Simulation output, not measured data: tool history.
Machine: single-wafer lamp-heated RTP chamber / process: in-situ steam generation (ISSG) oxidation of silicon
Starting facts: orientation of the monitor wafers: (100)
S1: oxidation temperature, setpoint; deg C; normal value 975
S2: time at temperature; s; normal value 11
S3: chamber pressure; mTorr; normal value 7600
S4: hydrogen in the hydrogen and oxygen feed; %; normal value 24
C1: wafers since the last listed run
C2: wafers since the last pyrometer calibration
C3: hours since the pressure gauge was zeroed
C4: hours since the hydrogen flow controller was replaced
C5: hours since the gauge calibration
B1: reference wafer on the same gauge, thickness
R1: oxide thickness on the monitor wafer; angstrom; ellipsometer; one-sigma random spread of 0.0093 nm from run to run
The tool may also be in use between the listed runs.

run     day   S1  S2    S3  S4   C1    C2     C3     C4     C5     B1     R1
  1       0  975  11  7600  24    0   661   24.9    0.5  342.7  4.208  39.38
  2   0.217  984  11  7600  24   74   736   30.1    5.7  347.9  4.211  40.53
  3   0.538  984  11  7600  24  110   846   37.8   13.4  355.6  4.211  40.44
  4   1.033  975  11  7600  24  171  1017   49.7   25.3  367.5  4.207  39.39
  5   1.512  975  11  7600  24  165  1183   61.2   36.8    379  4.211  39.44
  6   1.854  975  11  7600  24  117  1301   69.4     45  387.2  4.208  39.34
  7   2.267  975  11  7600  24  142  1443   79.3   54.9  397.1  4.208  39.55
  8     2.9  987  12  6900  28  218  1661   94.5   70.1  412.3   4.21  44.06
  9   3.371  975  11  7600  29  162  1824  105.8   81.4  423.6  4.213   41.6
 10   3.904  975  11  7600  24  183  2008  118.6   94.2  436.4  4.207   39.3
      4.667  -- pyrometer window cleaned and pyrometer calibrated
 11   4.688  975  11  7600  24  155     7  137.4    113  455.2  4.209  39.46
 12   5.038  975  11  8500  24  120   128  145.8  121.4  463.6  4.205   39.2
 13   5.454  975  11  7600  24  143   272  155.8  131.4  473.6  4.208  39.32
 14   5.912  975   9  7600  28  158   430  166.8  142.4  484.6  4.205  38.09
 15   6.808  975  11  7600  24  309   739  188.3  163.9  506.1   4.21  39.52
      6.929  -- gauge calibrated
 16   7.142  986  11  7600  24  114   854  196.3  171.9    5.1  4.212  40.79
 17     7.7  959  11  7600  24  192  1046  209.7  185.3   18.5  4.211  37.75
 18   8.254  975   7  7600  24  191  1238    223  198.6   31.8   4.21  33.17
 19   8.783  981  11  7600  24  182  1420  235.7  211.3   44.5  4.207  40.13
 20  10.296  985  11  8400  32  521  1942    272  247.6   80.8  4.209  43.67
 21  10.625  975  11  7100  24  113  2055  279.9  255.5   88.7   4.21  39.26
 22  11.283  983  14  8700  28  227  2283  295.7  271.3  104.5  4.215     46
 23  11.554  975  14  7100  24   93  2376  302.2  277.8    111   4.21  43.33
     12.454  -- pyrometer window cleaned and pyrometer calibrated
 24  12.475  966  11  7600  19  202     7  324.3  299.9  133.1   4.21  36.17
 25  12.654  975  13  7600  29   61    69  328.6  304.2  137.4   4.21  44.28
 26  13.121  993  11  8500  14  160   230  339.8  315.4  148.6  4.212  36.31
 27  13.812  966  12  6900  30  238   468  356.4    332  165.2  4.212  42.38
 28  14.267  975  11  7600  24  156   625  367.3  342.9  176.1  4.213  39.38
 29  14.683  989  11  7600  24  143   769  377.3  352.9  186.1  4.207  40.96
 30  15.267  975  11  8300  24  201   970  391.3  366.9  200.1  4.208  39.32

Hidden condition of the tool, last listed run before each entry between runs versus first listed run after:
After run 10, before run 11: pyrometer window cleaned and pyrometer calibrated (day 4.667)
  no difference in the tool's unlogged condition between these two runs
After run 15, before run 16: gauge calibrated (day 6.929)
  no difference in the tool's unlogged condition between these two runs
After run 23, before run 24: pyrometer window cleaned and pyrometer calibrated (day 12.454)
  no difference in the tool's unlogged condition between these two runs

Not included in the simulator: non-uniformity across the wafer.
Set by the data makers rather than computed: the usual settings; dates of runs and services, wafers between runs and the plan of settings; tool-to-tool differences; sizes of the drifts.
